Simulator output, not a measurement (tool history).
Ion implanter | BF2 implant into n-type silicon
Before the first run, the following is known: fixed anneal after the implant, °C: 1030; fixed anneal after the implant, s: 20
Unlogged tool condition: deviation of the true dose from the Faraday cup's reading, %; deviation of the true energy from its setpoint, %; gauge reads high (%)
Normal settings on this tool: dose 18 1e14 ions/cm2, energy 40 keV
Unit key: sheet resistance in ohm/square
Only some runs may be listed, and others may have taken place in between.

run,day,dose,energy,wafers since the last listed run,hours since the last dose calibration,hours since the extraction supply was calibrated,hours since the gauge calibration,"read-back reference wafer on the same gauge, sheet resistance",sheet resistance
1,0,18,40,0,1099.3,2338.7,587.5,89.07,101.63
2,2.458,18,40,1309,1158.3,2397.7,646.5,88.99,101.37
3,5.412,18,40,1573,1229.2,2468.6,717.4,88.96,101.61
4,8.683,18,40,1742,1307.7,2547.1,795.9,89.01,101.84
5,11.821,18,40,1671,1383,2622.4,871.2,88.98,102.41
6,14.483,18,33.5,1418,1446.9,2686.3,935.1,89.1,109.41
7,16.7,18,33.5,1180,1500.1,2739.5,988.3,89.04,109.28
8,20.721,16.01,43,2142,1596.6,2836,1084.8,89.02,102.57
9,22.442,16.01,43,916,1637.9,2877.3,1126.1,89.04,102.55
10,25.488,18,40,1622,1711,2950.4,1199.2,88.94,102.37
11,29.958,18,44.5,2381,1818.3,3057.7,1306.5,89,97.84
# day 35.038: gauge calibrated
# day 35.112: extraction supply calibrated
12,36.512,18,44.5,3314,1975.6,33.6,35.4,88.99,97.76
13,39.796,20.92,30,1749,2054.4,112.4,114.2,88.94,112.18
14,41.575,20.92,30,947,2097.1,155.1,156.9,89.04,111.84
15,43.95,20.92,30,1265,2154.1,212.1,213.9,88.99,112.14
16,47.171,18,40,1715,2231.4,289.4,291.2,88.98,102.33
17,49.608,18,26,1298,2289.9,347.9,349.7,89.05,121.2
18,52.321,20.08,49.5,1445,2355,413,414.8,89.12,91.02
# day 54.029: Faraday cup replaced and dose calibrated
19,56.629,18,34.5,2117,62.4,516.4,518.2,89.14,107.45
20,58.538,12.99,29.5,1016,108.2,562.2,564,88.95,124.38
21,60.383,18,46,983,152.5,606.5,608.3,89.05,95.21
22,64.183,20.92,30,2024,243.7,697.7,699.5,89.01,111.67
23,66.8,16.6,40,1394,306.5,760.5,762.3,88.97,103.08
24,69.1,18,40,1225,361.7,815.7,817.5,89.08,101.16
25,72.054,14.44,32,1573,432.6,886.6,888.4,89.03,117.03
26,76.288,21.29,26.5,2255,534.2,988.2,990,88.97,117.08
27,80.629,14.41,32,2313,638.4,1092.4,1094.2,89.03,117.66
28,83.7,18,46.5,1635,712.1,1166.1,1167.9,89.08,95.72
# day 85.5: gauge calibrated
29,96.038,16.01,43,6572,1008.2,1462.2,252.9,89.06,102.67
30,99.479,14.98,31.5,1833,1090.8,1544.8,335.5,88.95,117.31
31,102.379,14.74,51,1544,1160.4,1614.4,405.1,89,100.03
32,105.438,22.03,29.5,1629,1233.8,1687.8,478.5,89.06,112.17

Give the tool's hidden conditions for every run:
deviation of the true energy from its setpoint, %: 0 in every run
gauge reads high (%): 0 in every run
H1: deviation of the true dose from the Faraday cup's reading, %
run,H1
1,-2.95
2,-3.09
3,-3.24
4,-3.42
5,-3.59
6,-3.73
7,-3.85
8,-4.06
9,-4.15
10,-4.31
11,-4.55
12,-4.9
13,-5.08
14,-5.17
15,-5.3
16,-5.47
17,-5.6
18,-5.75
19,-0.531
20,-0.633
21,-0.732
22,-0.935
23,-1.07
24,-1.2
25,-1.35
26,-1.58
27,-1.81
28,-1.98
29,-2.63
30,-2.82
31,-2.97
32,-3.14
